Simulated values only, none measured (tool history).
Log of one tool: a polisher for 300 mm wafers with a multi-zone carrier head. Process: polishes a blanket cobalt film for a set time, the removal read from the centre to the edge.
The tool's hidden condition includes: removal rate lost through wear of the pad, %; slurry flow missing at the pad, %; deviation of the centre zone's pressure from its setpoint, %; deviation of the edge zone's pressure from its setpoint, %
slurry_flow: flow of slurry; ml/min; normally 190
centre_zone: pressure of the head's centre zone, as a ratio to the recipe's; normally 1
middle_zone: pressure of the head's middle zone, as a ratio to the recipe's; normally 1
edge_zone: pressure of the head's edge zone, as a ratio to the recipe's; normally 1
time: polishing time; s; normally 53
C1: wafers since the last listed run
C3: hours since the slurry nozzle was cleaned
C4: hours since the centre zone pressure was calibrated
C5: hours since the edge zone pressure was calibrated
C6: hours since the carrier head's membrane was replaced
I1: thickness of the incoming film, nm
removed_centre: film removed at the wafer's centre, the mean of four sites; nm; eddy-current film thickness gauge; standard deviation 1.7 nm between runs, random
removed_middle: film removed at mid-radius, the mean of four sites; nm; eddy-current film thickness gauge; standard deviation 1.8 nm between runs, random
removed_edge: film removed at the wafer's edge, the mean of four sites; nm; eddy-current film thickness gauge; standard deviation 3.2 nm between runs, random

{"run": 1, "hour": 0.0, "slurry_flow": 190, "centre_zone": 1, "middle_zone": 1, "edge_zone": 1, "time": 53, "C1": 0, "wafers polished on this pad": 904, "C3": 601.9, "C4": 456.5, "C5": 1161, "C6": 1472.8, "I1": 1216.4, "removed_centre": 210.8, "removed_middle": 204.9, "removed_edge": 209.9}
{"hour": 17.9, "done": "worn pad replaced by a new one"}
{"run": 2, "hour": 18.4, "slurry_flow": 190, "centre_zone": 1, "middle_zone": 1, "edge_zone": 1, "time": 53, "C1": 190, "wafers polished on this pad": 6, "C3": 620.3, "C4": 474.9, "C5": 1179.4, "C6": 1491.2, "I1": 1187, "removed_centre": 210.7, "removed_middle": 205.8, "removed_edge": 211.4}
{"run": 3, "hour": 26.6, "slurry_flow": 190, "centre_zone": 1, "middle_zone": 1, "edge_zone": 1, "time": 53, "C1": 108, "wafers polished on this pad": 115, "C3": 628.5, "C4": 483.1, "C5": 1187.6, "C6": 1499.4, "I1": 1196, "removed_centre": 210.2, "removed_middle": 205, "removed_edge": 214.7}
{"run": 4, "hour": 43.6, "slurry_flow": 190, "centre_zone": 1, "middle_zone": 1, "edge_zone": 1, "time": 53, "C1": 225, "wafers polished on this pad": 340, "C3": 645.5, "C4": 500.1, "C5": 1204.6, "C6": 1516.4, "I1": 1209.6, "removed_centre": 209.2, "removed_middle": 203.7, "removed_edge": 215.7}
{"run": 5, "hour": 51.8, "slurry_flow": 215, "centre_zone": 1, "middle_zone": 1, "edge_zone": 1, "time": 53, "C1": 108, "wafers polished on this pad": 449, "C3": 653.7, "C4": 508.3, "C5": 1212.8, "C6": 1524.6, "I1": 1220.6, "removed_centre": 218.2, "removed_middle": 212.8, "removed_edge": 216.7}
{"run": 6, "hour": 65.3, "slurry_flow": 215, "centre_zone": 1, "middle_zone": 1, "edge_zone": 1, "time": 53, "C1": 178, "wafers polished on this pad": 628, "C3": 667.2, "C4": 521.8, "C5": 1226.3, "C6": 1538.1, "I1": 1203.3, "removed_centre": 215.4, "removed_middle": 211.5, "removed_edge": 218.4}
{"hour": 73.9, "done": "centre zone pressure recalibrated"}
{"run": 7, "hour": 78.8, "slurry_flow": 215, "centre_zone": 1, "middle_zone": 1, "edge_zone": 1, "time": 53, "C1": 152, "wafers polished on this pad": 780, "C3": 680.7, "C4": 4.9, "C5": 1239.8, "C6": 1551.6, "I1": 1215.5, "removed_centre": 214.1, "removed_middle": 210.8, "removed_edge": 218.8}
{"run": 8, "hour": 85.6, "slurry_flow": 190, "centre_zone": 1, "middle_zone": 1, "edge_zone": 1, "time": 47, "C1": 90, "wafers polished on this pad": 871, "C3": 687.5, "C4": 11.7, "C5": 1246.6, "C6": 1558.4, "I1": 1220.5, "removed_centre": 185.8, "removed_middle": 183.6, "removed_edge": 188.1}
{"hour": 100.5, "done": "worn pad replaced by a new one"}
{"run": 9, "hour": 101.0, "slurry_flow": 190, "centre_zone": 0.95, "middle_zone": 1, "edge_zone": 1, "time": 35, "C1": 151, "wafers polished on this pad": 6, "C3": 702.9, "C4": 27.1, "C5": 1262, "C6": 1573.8, "I1": 1226, "removed_centre": 133.9, "removed_middle": 135.9, "removed_edge": 136.4}
{"run": 10, "hour": 111.1, "slurry_flow": 190, "centre_zone": 1, "middle_zone": 1.04, "edge_zone": 0.96, "time": 53, "C1": 133, "wafers polished on this pad": 140, "C3": 713, "C4": 37.2, "C5": 1272.1, "C6": 1583.9, "I1": 1205.8, "removed_centre": 211.2, "removed_middle": 210.7, "removed_edge": 213.4}
{"hour": 114.7, "done": "edge zone pressure recalibrated"}
{"run": 11, "hour": 122.2, "slurry_flow": 190, "centre_zone": 1, "middle_zone": 1, "edge_zone": 1, "time": 53, "C1": 120, "wafers polished on this pad": 260, "C3": 724.1, "C4": 48.3, "C5": 7.5, "C6": 1595, "I1": 1223.2, "removed_centre": 210.6, "removed_middle": 210.3, "removed_edge": 215.8}
{"run": 12, "hour": 129.3, "slurry_flow": 190, "centre_zone": 1, "middle_zone": 0.92, "edge_zone": 1.05, "time": 53, "C1": 94, "wafers polished on this pad": 354, "C3": 731.2, "C4": 55.4, "C5": 14.6, "C6": 1602.1, "I1": 1224.3, "removed_centre": 209.8, "removed_middle": 192.5, "removed_edge": 220.6}
{"run": 13, "hour": 141.2, "slurry_flow": 155, "centre_zone": 1, "middle_zone": 0.94, "edge_zone": 1, "time": 53, "C1": 157, "wafers polished on this pad": 512, "C3": 743.1, "C4": 67.3, "C5": 26.5, "C6": 1614, "I1": 1199.5, "removed_centre": 202.1, "removed_middle": 188.7, "removed_edge": 209}
{"run": 14, "hour": 147.4, "slurry_flow": 190, "centre_zone": 1, "middle_zone": 1, "edge_zone": 1, "time": 53, "C1": 82, "wafers polished on this pad": 594, "C3": 749.3, "C4": 73.5, "C5": 32.7, "C6": 1620.2, "I1": 1194.9, "removed_centre": 211.7, "removed_middle": 208.1, "removed_edge": 213.1}
{"run": 15, "hour": 165.3, "slurry_flow": 190, "centre_zone": 1, "middle_zone": 1, "edge_zone": 1, "time": 35, "C1": 237, "wafers polished on this pad": 832, "C3": 767.2, "C4": 91.4, "C5": 50.6, "C6": 1638.1, "I1": 1223.8, "removed_centre": 139.6, "removed_middle": 137.1, "removed_edge": 140.9}
{"hour": 169.7, "done": "slurry nozzle cleaned"}
{"hour": 175.5, "done": "worn pad replaced by a new one"}
{"hour": 203.4, "done": "carrier head's membrane replaced by a new one"}
{"run": 16, "hour": 215.7, "slurry_flow": 190, "centre_zone": 1, "middle_zone": 0.97, "edge_zone": 1, "time": 53, "C1": 535, "wafers polished on this pad": 466, "C3": 46, "C4": 141.8, "C5": 101, "C6": 12.3, "I1": 1221.6, "removed_centre": 212.8, "removed_middle": 200.5, "removed_edge": 213.4}
{"run": 17, "hour": 224.5, "slurry_flow": 190, "centre_zone": 1, "middle_zone": 1, "edge_zone": 1.11, "time": 53, "C1": 116, "wafers polished on this pad": 583, "C3": 54.8, "C4": 150.6, "C5": 109.8, "C6": 21.1, "I1": 1202.6, "removed_centre": 211.2, "removed_middle": 204.6, "removed_edge": 226.4}
{"run": 18, "hour": 235.4, "slurry_flow": 190, "centre_zone": 1, "middle_zone": 1.11, "edge_zone": 1, "time": 53, "C1": 144, "wafers polished on this pad": 728, "C3": 65.7, "C4": 161.5, "C5": 120.7, "C6": 32, "I1": 1195.4, "removed_centre": 211.7, "removed_middle": 224.9, "removed_edge": 213.3}
{"run": 19, "hour": 252.3, "slurry_flow": 190, "centre_zone": 1, "middle_zone": 1, "edge_zone": 1.11, "time": 53, "C1": 224, "wafers polished on this pad": 952, "C3": 82.6, "C4": 178.4, "C5": 137.6, "C6": 48.9, "I1": 1214.5, "removed_centre": 210.9, "removed_middle": 207.9, "removed_edge": 220.5}
{"hour": 261.9, "done": "worn pad replaced by a new one"}
{"run": 20, "hour": 262.4, "slurry_flow": 190, "centre_zone": 1, "middle_zone": 1, "edge_zone": 1, "time": 53, "C1": 80, "wafers polished on this pad": 6, "C3": 92.7, "C4": 188.5, "C5": 147.7, "C6": 59, "I1": 1216.7, "removed_centre": 212.1, "removed_middle": 208.3, "removed_edge": 217.1}
{"run": 21, "hour": 274.3, "slurry_flow": 135, "centre_zone": 1.12, "middle_zone": 0.96, "edge_zone": 1, "time": 53, "C1": 157, "wafers polished on this pad": 163, "C3": 104.6, "C4": 200.4, "C5": 159.6, "C6": 70.9, "I1": 1206.4, "removed_centre": 215.8, "removed_middle": 181.7, "removed_edge": 200.5}
{"run": 22, "hour": 281.3, "slurry_flow": 190, "centre_zone": 1, "middle_zone": 1, "edge_zone": 1, "time": 53, "C1": 92, "wafers polished on this pad": 256, "C3": 111.6, "C4": 207.4, "C5": 166.6, "C6": 77.9, "I1": 1209.8, "removed_centre": 213.5, "removed_middle": 206.9, "removed_edge": 216}

4 ways to go on from here, each from the tool as it stands after run 22. What would each give?
{"run": "A", "hour": 281.7, "slurry_flow": 190, "centre_zone": 1, "middle_zone": 1, "edge_zone": 1, "time": 53, "C1": 5, "wafers polished on this pad": 261, "C3": 112, "C4": 207.8, "C5": 167, "C6": 78.3, "I1": 1211.3, "removed_centre": "?", "removed_middle": "?", "removed_edge": "?"}
{"run": "B", "hour": 281.7, "slurry_flow": 165, "centre_zone": 1, "middle_zone": 1, "edge_zone": 1, "time": 53, "C1": 5, "wafers polished on this pad": 261, "C3": 112, "C4": 207.8, "C5": 167, "C6": 78.3, "I1": 1211.3, "removed_centre": "?", "removed_middle": "?", "removed_edge": "?"}
{"run": "C", "hour": 281.7, "slurry_flow": 210, "centre_zone": 1, "middle_zone": 1, "edge_zone": 1, "time": 53, "C1": 5, "wafers polished on this pad": 261, "C3": 112, "C4": 207.8, "C5": 167, "C6": 78.3, "I1": 1211.3, "removed_centre": "?", "removed_middle": "?", "removed_edge": "?"}
{"run": "D", "hour": 281.7, "slurry_flow": 190, "centre_zone": 1, "middle_zone": 1, "edge_zone": 1, "time": 62, "C1": 5, "wafers polished on this pad": 261, "C3": 112, "C4": 207.8, "C5": 167, "C6": 78.3, "I1": 1211.3, "removed_centre": "?", "removed_middle": "?", "removed_edge": "?"}

run=A removed_centre=208.3 removed_middle=205.6 removed_edge=213
run=B removed_centre=202.4 removed_middle=200.4 removed_edge=209.1
run=C removed_centre=212 removed_middle=208.9 removed_edge=215.5
run=D removed_centre=243.6 removed_middle=240.5 removed_edge=249.2
With no hidden state in the tool, these same runs would have given:
run=A removed_centre=208.3 removed_middle=205.6 removed_edge=213
run=B removed_centre=202.4 removed_middle=200.4 removed_edge=209.1
run=C removed_centre=212 removed_middle=208.9 removed_edge=215.5
run=D removed_centre=243.6 removed_middle=240.5 removed_edge=249.2
